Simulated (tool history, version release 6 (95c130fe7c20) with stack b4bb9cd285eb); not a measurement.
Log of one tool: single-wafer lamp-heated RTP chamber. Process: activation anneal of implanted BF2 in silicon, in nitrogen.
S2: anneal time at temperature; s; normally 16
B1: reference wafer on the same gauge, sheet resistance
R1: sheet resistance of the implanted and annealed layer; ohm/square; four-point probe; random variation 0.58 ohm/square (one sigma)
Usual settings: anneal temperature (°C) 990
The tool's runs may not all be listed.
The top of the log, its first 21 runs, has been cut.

{"run": 22, "hour": 921.4, "anneal temperature (°C)": 960, "S2": 23, "B1": 418.92, "R1": 401.32}
{"run": 23, "hour": 990.0, "anneal temperature (°C)": 990, "S2": 16, "B1": 419.08, "R1": 387.3}
{"run": 24, "hour": 1020.5, "anneal temperature (°C)": 981, "S2": 16, "B1": 418.86, "R1": 389.41}
{"run": 25, "hour": 1062.2, "anneal temperature (°C)": 969, "S2": 7, "B1": 419.12, "R1": 397.09}
{"run": 26, "hour": 1111.7, "anneal temperature (°C)": 978, "S2": 12, "B1": 419.02, "R1": 390.58}
{"run": 27, "hour": 1143.5, "anneal temperature (°C)": 990, "S2": 16, "B1": 419.02, "R1": 386.16}
{"run": 28, "hour": 1179.6, "anneal temperature (°C)": 969, "S2": 21, "B1": 419.06, "R1": 389.88}
{"hour": 1213.7, "done": "pyrometer window cleaned and pyrometer calibrated"}
{"run": 29, "hour": 1249.1, "anneal temperature (°C)": 1016, "S2": 16, "B1": 419.15, "R1": 386.09}
{"run": 30, "hour": 1283.5, "anneal temperature (°C)": 1016, "S2": 16, "B1": 418.98, "R1": 385.67}
{"hour": 1374.7, "done": "reflector plate cleaned"}
{"run": 31, "hour": 1380.9, "anneal temperature (°C)": 1002, "S2": 6, "B1": 419.01, "R1": 389.4}
{"run": 32, "hour": 1405.7, "anneal temperature (°C)": 1014, "S2": 10, "B1": 419.06, "R1": 387.78}
{"run": 33, "hour": 1443.5, "anneal temperature (°C)": 969, "S2": 19, "B1": 419.06, "R1": 394.78}
{"run": 34, "hour": 1503.0, "anneal temperature (°C)": 978, "S2": 13, "B1": 418.98, "R1": 391.01}
{"run": 35, "hour": 1574.2, "anneal temperature (°C)": 974, "S2": 9, "B1": 419.1, "R1": 394.66}
{"run": 36, "hour": 1614.0, "anneal temperature (°C)": 975, "S2": 23, "B1": 419, "R1": 387.91}
{"run": 37, "hour": 1646.3, "anneal temperature (°C)": 990, "S2": 19, "B1": 418.93, "R1": 386.94}

Predict each of these 4 candidate next runs independently; none follows another, all start after run 37:
{"run": "A", "hour": 1646.7, "anneal temperature (°C)": 990, "S2": 16, "B1": "?", "R1": "?"}
{"run": "B", "hour": 1646.7, "anneal temperature (°C)": 1005, "S2": 7, "B1": "?", "R1": "?"}
{"run": "C", "hour": 1646.7, "anneal temperature (°C)": 975, "S2": 21, "B1": "?", "R1": "?"}
{"run": "D", "hour": 1646.7, "anneal temperature (°C)": 965, "S2": 11, "B1": "?", "R1": "?"}

run=A B1=418.98 R1=386.75
run=B B1=418.98 R1=388.17
run=C B1=418.98 R1=388.9
run=D B1=418.98 R1=396.79
Had the tool no hidden state, the same runs would have come out as:
run=A R1=389.28
run=B R1=388.97
run=C R1=394.63
run=D R1=409.15

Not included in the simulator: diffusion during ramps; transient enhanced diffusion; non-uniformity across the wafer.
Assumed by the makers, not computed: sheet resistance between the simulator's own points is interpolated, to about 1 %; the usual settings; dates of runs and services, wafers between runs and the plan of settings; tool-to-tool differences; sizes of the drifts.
